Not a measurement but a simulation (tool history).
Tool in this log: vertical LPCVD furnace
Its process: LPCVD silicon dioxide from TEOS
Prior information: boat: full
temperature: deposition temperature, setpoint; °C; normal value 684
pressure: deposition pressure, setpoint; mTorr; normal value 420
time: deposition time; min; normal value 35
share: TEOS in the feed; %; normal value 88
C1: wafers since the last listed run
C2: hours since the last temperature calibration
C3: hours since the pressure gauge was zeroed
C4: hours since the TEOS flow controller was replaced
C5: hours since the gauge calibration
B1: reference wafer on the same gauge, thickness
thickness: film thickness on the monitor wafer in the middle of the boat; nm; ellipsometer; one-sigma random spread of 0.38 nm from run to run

{"run": 1, "hour": 0.0, "temperature": 684, "pressure": 420, "time": 35, "share": 88, "C1": 0, "C2": 4131.7, "C3": 3333.1, "C4": 5475.8, "C5": 362.8, "B1": 196.01, "thickness": 240.92}
{"run": 2, "hour": 33.0, "temperature": 684, "pressure": 420, "time": 35, "share": 88, "C1": 545, "C2": 4164.7, "C3": 3366.1, "C4": 5508.8, "C5": 395.8, "B1": 196.02, "thickness": 242.05}
{"run": 3, "hour": 77.0, "temperature": 684, "pressure": 420, "time": 35, "share": 88, "C1": 727, "C2": 4208.7, "C3": 3410.1, "C4": 5552.8, "C5": 439.8, "B1": 196, "thickness": 240.81}
{"run": 4, "hour": 107.5, "temperature": 684, "pressure": 420, "time": 35, "share": 88, "C1": 504, "C2": 4239.2, "C3": 3440.6, "C4": 5583.3, "C5": 470.3, "B1": 196.06, "thickness": 242.09}
{"run": 5, "hour": 146.5, "temperature": 684, "pressure": 420, "time": 35, "share": 88, "C1": 644, "C2": 4278.2, "C3": 3479.6, "C4": 5622.3, "C5": 509.3, "B1": 196.03, "thickness": 242.92}
{"run": 6, "hour": 172.4, "temperature": 684, "pressure": 420, "time": 35, "share": 88, "C1": 428, "C2": 4304.1, "C3": 3505.5, "C4": 5648.2, "C5": 535.2, "B1": 195.96, "thickness": 242.5}
{"run": 7, "hour": 208.5, "temperature": 684, "pressure": 420, "time": 35, "share": 93, "C1": 596, "C2": 4340.2, "C3": 3541.6, "C4": 5684.3, "C5": 571.3, "B1": 196.05, "thickness": 249.79}
{"run": 8, "hour": 311.7, "temperature": 684, "pressure": 420, "time": 35, "share": 88, "C1": 1705, "C2": 4443.4, "C3": 3644.8, "C4": 5787.5, "C5": 674.5, "B1": 196.02, "thickness": 243.35}
{"run": 9, "hour": 373.7, "temperature": 684, "pressure": 420, "time": 35, "share": 88, "C1": 1024, "C2": 4505.4, "C3": 3706.8, "C4": 5849.5, "C5": 736.5, "B1": 195.98, "thickness": 243.39}
{"run": 10, "hour": 416.3, "temperature": 684, "pressure": 420, "time": 35, "share": 88, "C1": 704, "C2": 4548, "C3": 3749.4, "C4": 5892.1, "C5": 779.1, "B1": 195.98, "thickness": 243.91}
{"run": 11, "hour": 475.2, "temperature": 684, "pressure": 420, "time": 35, "share": 92, "C1": 973, "C2": 4606.9, "C3": 3808.3, "C4": 5951, "C5": 838, "B1": 196.04, "thickness": 250.53}
{"run": 12, "hour": 525.2, "temperature": 684, "pressure": 420, "time": 35, "share": 92, "C1": 826, "C2": 4656.9, "C3": 3858.3, "C4": 6001, "C5": 888, "B1": 195.98, "thickness": 249.77}
{"run": 13, "hour": 730.5, "temperature": 684, "pressure": 475, "time": 42, "share": 95, "C1": 3393, "C2": 4862.2, "C3": 4063.6, "C4": 6206.3, "C5": 1093.3, "B1": 195.98, "thickness": 324.77}
{"hour": 763.3, "done": "thermocouples replaced and temperature profile calibrated"}
{"run": 14, "hour": 801.9, "temperature": 678, "pressure": 365, "time": 42.5, "share": 97, "C1": 783, "C2": 38.6, "C3": 4135, "C4": 6277.7, "C5": 1164.7, "B1": 195.99, "thickness": 242.57}
{"run": 15, "hour": 838.8, "temperature": 691, "pressure": 390, "time": 35, "share": 88, "C1": 609, "C2": 75.5, "C3": 4171.9, "C4": 6314.6, "C5": 1201.6, "B1": 195.99, "thickness": 268.5}
{"run": 16, "hour": 898.8, "temperature": 684, "pressure": 360, "time": 35, "share": 97, "C1": 991, "C2": 135.5, "C3": 4231.9, "C4": 6374.6, "C5": 1261.6, "B1": 195.97, "thickness": 230.09}
{"hour": 974.3, "done": "TEOS flow controller replaced"}
{"run": 17, "hour": 974.8, "temperature": 684, "pressure": 420, "time": 35, "share": 88, "C1": 859, "C2": 211.5, "C3": 4307.9, "C4": 0.5, "C5": 1337.6, "B1": 195.99, "thickness": 235.89}
{"run": 18, "hour": 1008.1, "temperature": 684, "pressure": 420, "time": 35, "share": 88, "C1": 550, "C2": 244.8, "C3": 4341.2, "C4": 33.8, "C5": 1370.9, "B1": 195.95, "thickness": 235.61}
{"run": 19, "hour": 1052.8, "temperature": 684, "pressure": 520, "time": 35, "share": 74, "C1": 738, "C2": 289.5, "C3": 4385.9, "C4": 78.5, "C5": 1415.6, "B1": 195.97, "thickness": 240.34}
{"hour": 1100.3, "done": "pressure gauge zeroed"}
{"hour": 1103.0, "done": "gauge calibrated"}
{"run": 20, "hour": 1119.1, "temperature": 675, "pressure": 420, "time": 35, "share": 88, "C1": 699, "C2": 355.8, "C3": 18.8, "C4": 144.8, "C5": 16.1, "B1": 195.98, "thickness": 184.97}
{"run": 21, "hour": 1184.6, "temperature": 684, "pressure": 420, "time": 35, "share": 78, "C1": 1082, "C2": 421.3, "C3": 84.3, "C4": 210.3, "C5": 81.6, "B1": 196, "thickness": 216.29}
{"run": 22, "hour": 1250.6, "temperature": 684, "pressure": 330, "time": 35, "share": 97, "C1": 1090, "C2": 487.3, "C3": 150.3, "C4": 276.3, "C5": 147.6, "B1": 195.99, "thickness": 213.87}
{"run": 23, "hour": 1311.8, "temperature": 692, "pressure": 420, "time": 35, "share": 74, "C1": 1011, "C2": 548.5, "C3": 211.5, "C4": 337.5, "C5": 208.8, "B1": 195.98, "thickness": 255.15}
{"run": 24, "hour": 1382.3, "temperature": 684, "pressure": 360, "time": 26, "share": 88, "C1": 1165, "C2": 619, "C3": 282, "C4": 408, "C5": 279.3, "B1": 195.99, "thickness": 158.25}
{"run": 25, "hour": 1421.0, "temperature": 684, "pressure": 420, "time": 30, "share": 88, "C1": 639, "C2": 657.7, "C3": 320.7, "C4": 446.7, "C5": 318, "B1": 196.01, "thickness": 197.03}

The same runs without the tool's hidden state, with the same run-to-run variation:
The tool's hidden condition here consists of: true tube temperature minus thermocouple reading, K; true pressure minus gauge reading, mTorr; deviation of the TEOS flow from its setpoint, %; gauge reads high (%).
run=1 thickness=228.09
run=2 thickness=228.97
run=3 thickness=227.55
run=4 thickness=228.58
run=5 thickness=229.13
run=6 thickness=228.58
run=7 thickness=235.23
run=8 thickness=228.54
run=9 thickness=228.19
run=10 thickness=228.41
run=11 thickness=234.23
run=12 thickness=233.19
run=13 thickness=302.34
run=14 thickness=234.58
run=15 thickness=260.06
run=16 thickness=222.13
run=17 thickness=228.57
run=18 thickness=228.21
run=19 thickness=233.99
run=20 thickness=183.91
run=21 thickness=215.04
run=22 thickness=212.4
run=23 thickness=253.62
run=24 thickness=157.16
run=25 thickness=195.77
